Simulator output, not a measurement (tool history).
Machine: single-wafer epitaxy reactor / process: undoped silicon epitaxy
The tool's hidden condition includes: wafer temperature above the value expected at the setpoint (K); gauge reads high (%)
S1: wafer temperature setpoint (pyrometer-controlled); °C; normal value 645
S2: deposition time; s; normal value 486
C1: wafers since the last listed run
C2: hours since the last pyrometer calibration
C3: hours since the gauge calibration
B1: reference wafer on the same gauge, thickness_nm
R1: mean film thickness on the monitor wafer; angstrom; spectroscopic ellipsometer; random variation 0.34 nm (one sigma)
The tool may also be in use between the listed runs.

run	hour	S1	S2	C1	C2	C3	B1	R1
1	0	639	443	0	1757.3	254.7	75.665	529.73
2	14.9	639	443	58	1772.2	269.6	75.705	527.57
3	32.7	645	428	69	1790	287.4	75.561	587.76
4	43	645	428	40	1800.3	297.7	75.599	587.27
5	58.6	645	486	61	1815.9	313.3	75.842	667.61
6	71.1	645	486	49	1828.4	325.8	75.71	665.19
7	98.9	645	486	109	1856.2	353.6	75.693	664.05
8	111.7	645	486	50	1869	366.4	75.691	663.01
9	126.1	645	486	56	1883.4	380.8	75.692	660.13
10	137.1	649	528	43	1894.4	391.8	75.731	798.01
# hour 141.6: gauge calibrated
11	143.4	645	486	24	1900.7	1.8	75.771	662.98
12	150.7	645	486	28	1908	9.1	75.631	662.74
# hour 161.1: pyrometer calibrated
13	161.6	645	486	11	0.5	20	75.775	740.76
14	174	645	517	48	12.9	32.4	75.554	785.25
15	186.4	645	562	48	25.3	44.8	75.594	848.18
16	203.4	645	557	66	42.3	61.8	75.848	834.63
17	212.3	640	555	34	51.2	70.7	75.777	745.98
18	229.2	645	428	66	68.1	87.6	75.562	648.59
19	239.2	658	391	39	78.1	97.6	75.824	800.2
20	250.3	651	486	43	89.2	108.7	75.755	846.18
21	257.1	645	545	26	96	115.5	75.672	819.83
22	271.2	645	536	55	110.1	129.6	75.665	807.22
23	277.4	645	536	24	116.3	135.8	75.735	808.3
24	287.2	645	486	38	126.1	145.6	75.567	730.73
25	323.3	640	391	141	162.2	181.7	75.746	521.64
26	330.7	635	416	29	169.6	189.1	75.765	493.24
27	337.7	633	519	27	176.6	196.1	75.754	580.3
28	353	633	518	60	191.9	211.4	75.689	577.59

What if the next run were any one of these 3? Each begins from the tool's condition after run 28:
A	353.5	645	486	1	192.4	211.9	?	?
B	353.5	645	437	1	192.4	211.9	?	?
C	353.5	637	486	1	192.4	211.9	?	?

run	B1	R1
A	75.73	728.78
B	75.73	655.3
C	75.73	600.53
Take away the tool's hidden state, keep each run's random variation, and the runs would have read:
run	R1
A	758.92
B	682.4
C	625.86
